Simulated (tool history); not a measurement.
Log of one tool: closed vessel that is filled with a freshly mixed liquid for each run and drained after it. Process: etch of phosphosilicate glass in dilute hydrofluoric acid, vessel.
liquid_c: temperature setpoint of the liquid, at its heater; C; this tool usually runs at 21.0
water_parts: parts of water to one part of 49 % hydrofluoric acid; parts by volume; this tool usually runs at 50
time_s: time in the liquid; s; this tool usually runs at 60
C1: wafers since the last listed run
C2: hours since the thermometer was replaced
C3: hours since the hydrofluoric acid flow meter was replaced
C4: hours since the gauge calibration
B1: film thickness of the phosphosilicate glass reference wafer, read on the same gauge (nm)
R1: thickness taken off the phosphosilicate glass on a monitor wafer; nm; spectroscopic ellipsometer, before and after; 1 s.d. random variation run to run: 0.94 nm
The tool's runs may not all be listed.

Run 1, hour 0.0: usual settings but liquid_c 23.5 C; C1 0; C2 450.8; C3 1910.4; C4 216.6; B1 119.98. Result: R1 191.34 nm.
Run 2, hour 33.9: usual settings but liquid_c 23.5 C; C1 2867; C2 484.7; C3 1944.3; C4 250.5; B1 120.00. Result: R1 193.05 nm.
Run 3, hour 68.6: usual settings; C1 2934; C2 519.4; C3 1979.0; C4 285.2; B1 120.01. Result: R1 173.21 nm.
Run 4, hour 87.4: usual settings; C1 1590; C2 538.2; C3 1997.8; C4 304.0; B1 120.03. Result: R1 171.58 nm.
Run 5, hour 115.8: usual settings but water_parts 55 parts by volume; C1 2401; C2 566.6; C3 2026.2; C4 332.4; B1 119.98. Result: R1 155.66 nm.
Run 6, hour 139.7: usual settings but water_parts 55 parts by volume; C1 2021; C2 590.5; C3 2050.1; C4 356.3; B1 119.98. Result: R1 156.20 nm.
Run 7, hour 174.2: usual settings but water_parts 55 parts by volume; C1 2917; C2 625.0; C3 2084.6; C4 390.8; B1 119.98. Result: R1 157.47 nm.
At hour 193.1: hydrofluoric acid flow meter replaced.
Run 8, hour 194.1: usual settings; C1 1598; C2 644.9; C3 1.0; C4 410.7; B1 119.98. Result: R1 150.22 nm.
Run 9, hour 221.0: usual settings; C1 2275; C2 671.8; C3 27.9; C4 437.6; B1 119.99. Result: R1 151.90 nm.
Run 10, hour 234.2: usual settings; C1 1116; C2 685.0; C3 41.1; C4 450.8; B1 120.00. Result: R1 153.15 nm.
Run 11, hour 251.5: usual settings; C1 1463; C2 702.3; C3 58.4; C4 468.1; B1 120.01. Result: R1 152.69 nm.
Run 12, hour 276.0: usual settings; C1 2072; C2 726.8; C3 82.9; C4 492.6; B1 120.02. Result: R1 153.32 nm.
Run 13, hour 291.9: usual settings but liquid_c 17.5 C, water_parts 75 parts by volume, time_s 35 s; C1 1344; C2 742.7; C3 98.8; C4 508.5; B1 120.00. Result: R1 49.79 nm.
Run 14, hour 322.9: usual settings; C1 2621; C2 773.7; C3 129.8; C4 539.5; B1 119.99. Result: R1 152.29 nm.
Run 15, hour 358.4: usual settings but liquid_c 17.0 C; C1 3002; C2 809.2; C3 165.3; C4 575.0; B1 119.99. Result: R1 128.48 nm.
At hour 373.9: thermometer replaced.
Run 16, hour 392.3: usual settings; C1 2782; C2 18.4; C3 199.2; C4 608.9; B1 119.99. Result: R1 159.14 nm.
At hour 397.5: gauge calibrated.
Run 17, hour 411.4: usual settings but liquid_c 25.0 C, water_parts 30 parts by volume, time_s 40 s; C1 1615; C2 37.5; C3 218.3; C4 13.9; B1 120.00. Result: R1 214.97 nm.
Run 18, hour 443.8: usual settings; C1 2740; C2 69.9; C3 250.7; C4 46.3; B1 120.02. Result: R1 161.73 nm.
Run 19, hour 467.6: usual settings but liquid_c 23.5 C, water_parts 30 parts by volume; C1 2012; C2 93.7; C3 274.5; C4 70.1; B1 120.00. Result: R1 302.13 nm.
Run 20, hour 498.8: usual settings but time_s 35 s; C1 2638; C2 124.9; C3 305.7; C4 101.3; B1 119.98. Result: R1 93.76 nm.
Run 21, hour 512.3: usual settings; C1 1141; C2 138.4; C3 319.2; C4 114.8; B1 120.00. Result: R1 160.56 nm.
Run 22, hour 526.9: usual settings but liquid_c 17.0 C, water_parts 60 parts by volume; C1 1234; C2 153.0; C3 333.8; C4 129.4; B1 120.01. Result: R1 110.31 nm.
Run 23, hour 560.4: usual settings but liquid_c 24.0 C, water_parts 70 parts by volume; C1 2833; C2 186.5; C3 367.3; C4 162.9; B1 119.97. Result: R1 124.34 nm.
Run 24, hour 578.4: usual settings but liquid_c 24.0 C, water_parts 30 parts by volume, time_s 90 s; C1 1522; C2 204.5; C3 385.3; C4 180.9; B1 119.99. Result: R1 467.81 nm.

Below are 3 alternative next runs, each starting from the tool's condition after run 24. Predict each:
Run A, hour 579.1: usual settings but water_parts 70 parts by volume; C1 59; C2 205.2; C3 386.0; C4 181.6; B1 ?. Result: R1 ?.
Run B, hour 579.1: usual settings but liquid_c 25.5 C, time_s 30 s; C1 59; C2 205.2; C3 386.0; C4 181.6; B1 ?. Result: R1 ?.
Run C, hour 579.1: usual settings but liquid_c 26.0 C, time_s 80 s; C1 59; C2 205.2; C3 386.0; C4 181.6; B1 ?. Result: R1 ?.

run      B1      R1
  A  119.98  111.44
  B  119.98   96.30
  C  119.98  262.09
What these runs would have given with no unlogged condition in the tool:
run      R1
  A  110.49
  B   95.47
  C  259.81
